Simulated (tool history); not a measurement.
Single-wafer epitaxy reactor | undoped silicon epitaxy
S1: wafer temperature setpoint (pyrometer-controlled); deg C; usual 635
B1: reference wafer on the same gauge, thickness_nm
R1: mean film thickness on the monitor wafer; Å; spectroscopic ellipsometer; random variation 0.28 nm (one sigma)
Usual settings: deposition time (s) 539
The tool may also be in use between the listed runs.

run 1 day=0.000 | S1=635 deposition_time_(s)=539 | B1=65.026 | R1=756.40
run 2 day=2.442 | S1=635 deposition_time_(s)=539 | B1=65.051 | R1=756.14
run 3 day=4.238 | S1=635 deposition_time_(s)=582 | B1=64.954 | R1=812.89
run 4 day=6.838 | S1=635 deposition_time_(s)=539 | B1=65.044 | R1=763.04
run 5 day=8.417 | S1=635 deposition_time_(s)=539 | B1=65.027 | R1=763.70
run 6 day=9.883 | S1=635 deposition_time_(s)=539 | B1=65.052 | R1=761.13
run 7 day=11.217 | S1=631 deposition_time_(s)=539 | B1=65.053 | R1=704.22
run 8 day=12.833 | S1=631 deposition_time_(s)=539 | B1=65.036 | R1=703.69
run 9 day=15.600 | S1=631 deposition_time_(s)=539 | B1=64.903 | R1=704.50
run 10 day=18.300 | S1=635 deposition_time_(s)=539 | B1=65.031 | R1=765.96
-- day=19.638 pyrometer calibrated
run 11 day=19.700 | S1=630 deposition_time_(s)=464 | B1=65.072 | R1=566.55
run 12 day=22.408 | S1=630 deposition_time_(s)=464 | B1=64.972 | R1=572.11
run 13 day=23.604 | S1=635 deposition_time_(s)=539 | B1=64.953 | R1=733.04
run 14 day=25.412 | S1=649 deposition_time_(s)=539 | B1=64.956 | R1=963.92
run 15 day=26.604 | S1=643 deposition_time_(s)=643 | B1=65.092 | R1=1026.47
-- day=29.042 gauge calibrated
run 16 day=29.250 | S1=635 deposition_time_(s)=539 | B1=65.034 | R1=746.49
run 17 day=32.117 | S1=643 deposition_time_(s)=614 | B1=65.056 | R1=995.75
run 18 day=36.238 | S1=635 deposition_time_(s)=539 | B1=64.997 | R1=752.04
run 19 day=37.288 | S1=635 deposition_time_(s)=539 | B1=64.908 | R1=754.80
run 20 day=39.917 | S1=647 deposition_time_(s)=539 | B1=64.940 | R1=955.08
run 21 day=41.171 | S1=629 deposition_time_(s)=577 | B1=65.004 | R1=712.88
run 22 day=42.317 | S1=643 deposition_time_(s)=466 | B1=64.939 | R1=762.05
run 23 day=44.288 | S1=635 deposition_time_(s)=539 | B1=64.984 | R1=754.79
run 24 day=45.350 | S1=649 deposition_time_(s)=470 | B1=65.028 | R1=868.15
run 25 day=46.800 | S1=635 deposition_time_(s)=596 | B1=65.019 | R1=844.35
run 26 day=48.812 | S1=639 deposition_time_(s)=452 | B1=65.027 | R1=689.83
run 27 day=50.438 | S1=635 deposition_time_(s)=539 | B1=65.041 | R1=760.67

Forecast each of these 4 alternatives for the next run:
run A day=50.458 | S1=635 deposition_time_(s)=539 | B1=? | R1=?
run B day=50.458 | S1=621 deposition_time_(s)=581 | B1=? | R1=?
run C day=50.458 | S1=641 deposition_time_(s)=634 | B1=? | R1=?
run D day=50.458 | S1=645 deposition_time_(s)=477 | B1=? | R1=?

run=A B1=65.040 R1=759.07
run=B B1=65.040 R1=618.46
run=C B1=65.040 R1=1004.33
run=D B1=65.040 R1=816.66
Without the tool's hidden state the same runs would have given:
run=A R1=724.35
run=B R1=589.41
run=C R1=958.90
run=D R1=780.00

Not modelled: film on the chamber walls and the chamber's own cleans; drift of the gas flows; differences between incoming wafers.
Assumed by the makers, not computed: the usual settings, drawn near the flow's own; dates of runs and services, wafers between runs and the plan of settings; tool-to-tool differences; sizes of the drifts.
